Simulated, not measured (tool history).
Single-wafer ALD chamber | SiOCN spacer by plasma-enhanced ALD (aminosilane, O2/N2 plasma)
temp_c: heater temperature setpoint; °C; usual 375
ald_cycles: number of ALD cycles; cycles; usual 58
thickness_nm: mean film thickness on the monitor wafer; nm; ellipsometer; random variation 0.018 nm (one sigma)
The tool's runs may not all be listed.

| run | day | temp_c | ald_cycles | wafers since the last listed run | hours since the last thermocouple change | hours since the gauge calibration | read-back reference wafer on the same gauge, thickness_nm | thickness_nm |
|---|---|---|---|---|---|---|---|---|
| 1 | 0.000 | 375 | 58 | 0 | 1867.9 | 796.2 | 3.190 | 3.389 |
| 2 | 1.292 | 375 | 58 | 177 | 1898.9 | 827.2 | 3.192 | 3.380 |
| 3 | 3.233 | 375 | 64 | 266 | 1945.5 | 873.8 | 3.193 | 3.752 |
| 4 | 4.421 | 375 | 64 | 162 | 1974.0 | 902.3 | 3.192 | 3.703 |
| 5 | 6.788 | 375 | 64 | 324 | 2030.8 | 959.1 | 3.202 | 3.718 |
| 6 | 9.217 | 378 | 58 | 333 | 2089.1 | 1017.4 | 3.205 | 3.385 |
| 7 | 10.679 | 378 | 58 | 200 | 2124.2 | 1052.5 | 3.203 | 3.424 |
| 8 | 13.625 | 378 | 58 | 403 | 2194.9 | 1123.2 | 3.213 | 3.373 |
| 9 | 22.058 | 375 | 58 | 1156 | 2397.3 | 1325.6 | 3.228 | 3.435 |
| 10 | 24.408 | 375 | 58 | 322 | 2453.7 | 1382.0 | 3.229 | 3.418 |
| 11 | 26.808 | 375 | 58 | 329 | 2511.3 | 1439.6 | 3.239 | 3.419 |
| 12 | 28.392 | 375 | 58 | 217 | 2549.3 | 1477.6 | 3.241 | 3.447 |
| 13 | 30.012 | 385 | 58 | 222 | 2588.2 | 1516.5 | 3.246 | 3.408 |
| 14 | 32.396 | 385 | 58 | 326 | 2645.4 | 1573.7 | 3.253 | 3.447 |
| 15 | 34.321 | 385 | 58 | 263 | 2691.6 | 1619.9 | 3.256 | 3.456 |
| 16 | 35.658 | 375 | 58 | 183 | 2723.7 | 1652.0 | 3.259 | 3.459 |
| 17 | 36.858 | 375 | 58 | 164 | 2752.5 | 1680.8 | 3.263 | 3.413 |
| 18 | 38.383 | 375 | 58 | 209 | 2789.1 | 1717.4 | 3.263 | 3.477 |
| 19 | 40.471 | 384 | 58 | 286 | 2839.2 | 1767.5 | 3.269 | 3.444 |
| 20 | 41.488 | 384 | 58 | 139 | 2863.6 | 1791.9 | 3.271 | 3.427 |
| 21 | 42.721 | 375 | 58 | 169 | 2893.2 | 1821.5 | 3.272 | 3.447 |
|  | 44.738 | thermocouple changed; heater temperature recalibrated |
| 22 | 44.946 | 368 | 64 | 259 | 5.0 | 1874.9 | 3.284 | 3.833 |
| 23 | 46.871 | 375 | 63 | 263 | 51.2 | 1921.1 | 3.286 | 3.748 |
| 24 | 49.762 | 375 | 64 | 396 | 120.6 | 1990.5 | 3.296 | 3.820 |
| 25 | 52.517 | 375 | 55 | 377 | 186.7 | 2056.6 | 3.301 | 3.311 |
| 26 | 55.092 | 385 | 65 | 353 | 248.5 | 2118.4 | 3.311 | 3.898 |
| 27 | 57.208 | 367 | 47 | 290 | 299.3 | 2169.2 | 3.319 | 2.838 |
| 28 | 59.533 | 383 | 58 | 318 | 355.1 | 2225.0 | 3.326 | 3.521 |
| 29 | 61.192 | 375 | 58 | 227 | 394.9 | 2264.8 | 3.335 | 3.508 |
|  | 61.825 | gauge calibrated |
| 30 | 62.392 | 366 | 64 | 164 | 423.7 | 13.6 | 3.159 | 3.684 |
| 31 | 63.908 | 366 | 58 | 207 | 460.1 | 50.0 | 3.160 | 3.338 |
| 32 | 68.267 | 389 | 47 | 597 | 564.7 | 154.6 | 3.164 | 2.737 |
| 33 | 69.888 | 382 | 52 | 222 | 603.6 | 193.5 | 3.163 | 2.980 |
| 34 | 71.546 | 380 | 67 | 227 | 643.4 | 233.3 | 3.160 | 3.844 |
| 35 | 72.629 | 369 | 63 | 148 | 669.4 | 259.3 | 3.160 | 3.652 |
| 36 | 75.054 | 379 | 58 | 332 | 727.6 | 317.5 | 3.160 | 3.324 |
| 37 | 76.062 | 375 | 58 | 138 | 751.8 | 341.7 | 3.165 | 3.351 |
| 38 | 77.792 | 375 | 53 | 237 | 793.3 | 383.2 | 3.164 | 3.048 |
| 39 | 79.046 | 387 | 69 | 171 | 823.4 | 413.3 | 3.165 | 3.991 |
| 40 | 80.050 | 384 | 58 | 137 | 847.5 | 437.4 | 3.163 | 3.343 |
| 41 | 81.438 | 368 | 58 | 190 | 880.8 | 470.7 | 3.166 | 3.381 |
| 42 | 82.467 | 375 | 51 | 141 | 905.5 | 495.4 | 3.167 | 2.932 |
| 43 | 85.150 | 363 | 58 | 367 | 969.9 | 559.8 | 3.168 | 3.351 |
| 44 | 88.000 | 389 | 67 | 390 | 1038.3 | 628.2 | 3.171 | 3.877 |
| 45 | 90.629 | 375 | 58 | 360 | 1101.4 | 691.3 | 3.174 | 3.338 |
| 46 | 91.771 | 366 | 48 | 156 | 1128.8 | 718.7 | 3.176 | 2.784 |

5 ways to go on from here, each from the tool as it stands after run 46. What would each give?
| A | 91.792 | 375 | 58 | 2 | 1129.3 | 719.2 | ? | ? |
| B | 91.792 | 382 | 58 | 2 | 1129.3 | 719.2 | ? | ? |
| C | 91.792 | 367 | 49 | 2 | 1129.3 | 719.2 | ? | ? |
| D | 91.792 | 375 | 65 | 2 | 1129.3 | 719.2 | ? | ? |
| E | 91.792 | 381 | 58 | 2 | 1129.3 | 719.2 | ? | ? |

| run | read-back reference wafer on the same gauge, thickness_nm | thickness_nm |
|---|---|---|
| A | 3.177 | 3.347 |
| B | 3.177 | 3.347 |
| C | 3.177 | 2.828 |
| D | 3.177 | 3.751 |
| E | 3.177 | 3.347 |
Without the tool's hidden state the same runs would have given:
| run | thickness_nm |
|---|---|
| A | 3.341 |
| B | 3.341 |
| C | 2.823 |
| D | 3.745 |
| E | 3.341 |

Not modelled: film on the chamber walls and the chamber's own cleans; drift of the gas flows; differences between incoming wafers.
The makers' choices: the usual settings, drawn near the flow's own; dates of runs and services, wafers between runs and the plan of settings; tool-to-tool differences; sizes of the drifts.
